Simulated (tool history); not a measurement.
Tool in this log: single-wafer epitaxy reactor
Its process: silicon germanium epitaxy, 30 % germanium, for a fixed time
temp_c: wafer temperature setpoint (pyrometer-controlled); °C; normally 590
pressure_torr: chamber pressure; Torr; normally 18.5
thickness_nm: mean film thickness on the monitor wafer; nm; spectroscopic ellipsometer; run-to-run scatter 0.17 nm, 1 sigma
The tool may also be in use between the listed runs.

run	hour	temp_c	pressure_torr	wafers since the last listed run	hours since the last pyrometer calibration	hours since the last manometer calibration	hours since the showerhead was replaced	hours since the gauge calibration	read-back reference wafer on the same gauge, thickness_nm	thickness_nm
1	0.0	590	18.5	0	791.4	1192.6	5602.5	2560.2	51.618	48.219
2	48.8	590	16.9	1059	840.2	1241.4	5651.3	2609.0	51.625	44.754
3	91.9	590	16.9	935	883.3	1284.5	5694.4	2652.1	51.573	45.175
4	199.5	590	16.9	2336	990.9	1392.1	5802.0	2759.7	51.549	44.859
5	258.9	590	22.2	1289	1050.3	1451.5	5861.4	2819.1	51.621	53.951
6	347.9	590	22.2	1932	1139.3	1540.5	5950.4	2908.1	51.627	54.019
7	391.9	590	18.5	955	1183.3	1584.5	5994.4	2952.1	51.626	47.939
8	437.2	590	18.5	983	1228.6	1629.8	6039.7	2997.4	51.596	47.688
9	536.5	590	18.5	2156	1327.9	1729.1	6139.0	3096.7	51.614	47.670
10	640.9	590	15.3	2267	1432.3	1833.5	6243.4	3201.1	51.613	41.461
11	689.6	590	15.0	1057	1481.0	1882.2	6292.1	3249.8	51.572	40.875
# hour 776.6: gauge calibrated
12	781.9	590	15.0	2004	1573.3	1974.5	6384.4	5.3	51.611	40.627
13	852.2	596	21.7	1526	1643.6	2044.8	6454.7	75.6	51.597	58.155
# hour 895.6: pyrometer calibrated
# hour 956.2: capacitance manometer re-zeroed and calibrated
14	1015.0	596	21.7	3187	119.4	58.8	6617.5	238.4	51.647	56.882
15	1051.6	590	20.7	794	156.0	95.4	6654.1	275.0	51.646	50.169
16	1149.4	601	21.5	2123	253.8	193.2	6751.9	372.8	51.610	61.076
# hour 1353.7: capacitance manometer re-zeroed and calibrated, repeated, since the last time left the tool worse
17	1441.0	590	18.5	6158	545.4	87.3	7043.5	664.4	51.576	48.778
18	1502.1	590	15.3	1326	606.5	148.4	7104.6	725.5	51.595	42.237
19	1588.1	583	21.4	1867	692.5	234.4	7190.6	811.5	51.624	47.940
20	1685.2	597	14.0	2108	789.6	331.5	7287.7	908.6	51.599	43.696
# hour 1759.3: showerhead replaced
21	1776.4	602	15.1	1806	880.8	422.7	17.1	999.8	51.595	50.770
22	1874.2	590	18.5	2123	978.6	520.5	114.9	1097.6	51.607	48.361
23	1964.0	605	15.6	1949	1068.4	610.3	204.7	1187.4	51.591	54.754
24	2069.1	595	18.5	2282	1173.5	715.4	309.8	1292.5	51.592	52.390
25	2112.2	583	14.1	935	1216.6	758.5	352.9	1335.6	51.616	35.017
26	2205.9	604	20.3	2034	1310.3	852.2	446.6	1429.3	51.578	64.590
27	2292.0	585	17.3	1869	1396.4	938.3	532.7	1515.4	51.625	42.126
28	2368.1	601	18.5	1652	1472.5	1014.4	608.8	1591.5	51.603	57.251
29	2443.1	598	20.3	1628	1547.5	1089.4	683.8	1666.5	51.588	58.166
30	2486.4	577	14.7	940	1590.8	1132.7	727.1	1709.8	51.651	32.416
31	2558.1	579	14.1	1556	1662.5	1204.4	798.8	1781.5	51.598	32.562
# hour 2630.8: pyrometer calibrated
32	2635.3	584	16.6	1502	4.5	1281.6	876.0	1858.7	51.611	39.989
33	2723.5	590	18.5	1915	92.7	1369.8	964.2	1946.9	51.588	47.752
34	2762.6	576	22.7	849	131.8	1408.9	1003.3	1986.0	51.600	43.269
35	2844.7	590	18.5	1782	213.9	1491.0	1085.4	2068.1	51.624	47.636

Describe how what the log doesn't record of the tool's condition differs between the last listed run preceding each entry between runs and the first listed run following it.
Logged between run 11 and run 12: gauge calibrated (hour 776.6)
  true pressure above the setpoint (%): -3.51 -> -3.69
  difference, measured minus the result without the unlogged condition, thickness_nm: -1.018 -> -1.066 nm
Logged between run 13 and run 14: pyrometer calibrated (hour 895.6); capacitance manometer re-zeroed and calibrated (hour 956.2)
  true pressure above the setpoint (%): -3.83 -> -6.44
  difference, measured minus the result without the unlogged condition, thickness_nm: -1.586 -> -2.702 nm
Logged between run 16 and run 17: capacitance manometer re-zeroed and calibrated, repeated, since the last time left the tool worse (hour 1353.7)
  true pressure above the setpoint (%): -6.71 -> -0.268
  difference, measured minus the result without the unlogged condition, thickness_nm: -3.029 -> -0.089 nm
Logged between run 20 and run 21: showerhead replaced (hour 1759.3)
  true pressure above the setpoint (%): -0.745 -> -0.924
  difference, measured minus the result without the unlogged condition, thickness_nm: -0.224 -> -0.322 nm
Logged between run 31 and run 32: pyrometer calibrated (hour 2630.8)
  true pressure above the setpoint (%): -2.45 -> -2.6
  difference, measured minus the result without the unlogged condition, thickness_nm: -0.559 -> -0.731 nm
